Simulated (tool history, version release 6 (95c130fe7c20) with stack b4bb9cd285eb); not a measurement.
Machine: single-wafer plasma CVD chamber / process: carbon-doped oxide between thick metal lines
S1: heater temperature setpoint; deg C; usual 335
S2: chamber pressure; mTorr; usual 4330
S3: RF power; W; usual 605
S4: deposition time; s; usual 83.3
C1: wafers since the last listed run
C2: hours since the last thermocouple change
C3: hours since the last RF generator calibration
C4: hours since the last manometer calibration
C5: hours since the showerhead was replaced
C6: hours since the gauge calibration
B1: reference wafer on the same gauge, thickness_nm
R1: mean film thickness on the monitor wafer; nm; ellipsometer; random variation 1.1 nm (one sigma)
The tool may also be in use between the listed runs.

run,hour,S1,S2,S3,S4,C1,C2,C3,C4,C5,C6,B1,R1
1,0.0,345,4330,605,83.3,0,894.7,2135.5,1208.4,3485.8,215.1,541.098,532.975
2,12.6,345,4330,605,83.3,153,907.3,2148.1,1221.0,3498.4,227.7,540.988,532.280
3,43.4,345,4330,605,83.3,376,938.1,2178.9,1251.8,3529.2,258.5,541.611,533.732
4,82.6,335,4330,605,83.3,478,977.3,2218.1,1291.0,3568.4,297.7,541.041,552.363
5,118.5,335,4330,605,83.3,438,1013.2,2254.0,1326.9,3604.3,333.6,541.103,552.140
6,139.4,335,4330,605,83.3,255,1034.1,2274.9,1347.8,3625.2,354.5,541.136,553.096
# hour 148.5: gauge calibrated
# hour 149.2: capacitance manometer re-zeroed and calibrated
# hour 155.3: thermocouple changed; heater temperature recalibrated
7,168.1,335,4330,555,83.3,177,12.8,2303.6,18.9,3653.9,19.6,541.091,514.596
# hour 215.8: showerhead replaced
8,216.3,335,4330,605,83.3,490,61.0,2351.8,67.1,0.5,67.8,541.255,544.335
9,238.9,328,4330,605,83.3,275,83.6,2374.4,89.7,23.1,90.4,541.274,558.711
# hour 247.5: RF generator calibrated
10,268.0,335,5250,695,83.3,257,112.7,20.5,118.8,52.2,119.5,541.487,619.645
11,303.5,345,4330,710,89.8,433,148.2,56.0,154.3,87.7,155.0,541.001,630.357
12,324.8,335,4330,650,70.7,260,169.5,77.3,175.6,109.0,176.3,540.565,485.574
13,350.8,325,4330,605,83.3,317,195.5,103.3,201.6,135.0,202.3,540.878,567.546
14,374.2,335,4330,495,99.5,285,218.9,126.7,225.0,158.4,225.7,540.992,569.382
15,396.8,335,4330,605,83.3,275,241.5,149.3,247.6,181.0,248.3,541.166,546.436

Predict each of these 5 candidate next runs independently; none follows another, all start after run 15:
A,397.2,322,4330,605,83.3,4,241.9,149.7,248.0,181.4,248.7,?,?
B,397.2,323,4330,510,83.3,4,241.9,149.7,248.0,181.4,248.7,?,?
C,397.2,335,4330,510,83.3,4,241.9,149.7,248.0,181.4,248.7,?,?
D,397.2,321,4330,680,70.5,4,241.9,149.7,248.0,181.4,248.7,?,?
E,397.2,343,4700,605,83.3,4,241.9,149.7,248.0,181.4,248.7,?,?

run,B1,R1
A,540.666,574.283
B,540.666,510.700
C,540.666,488.432
D,540.666,526.392
E,540.666,541.751
What these runs would have given with no unlogged condition in the tool:
run,R1
A,570.797
B,507.802
C,486.013
D,523.153
E,539.325
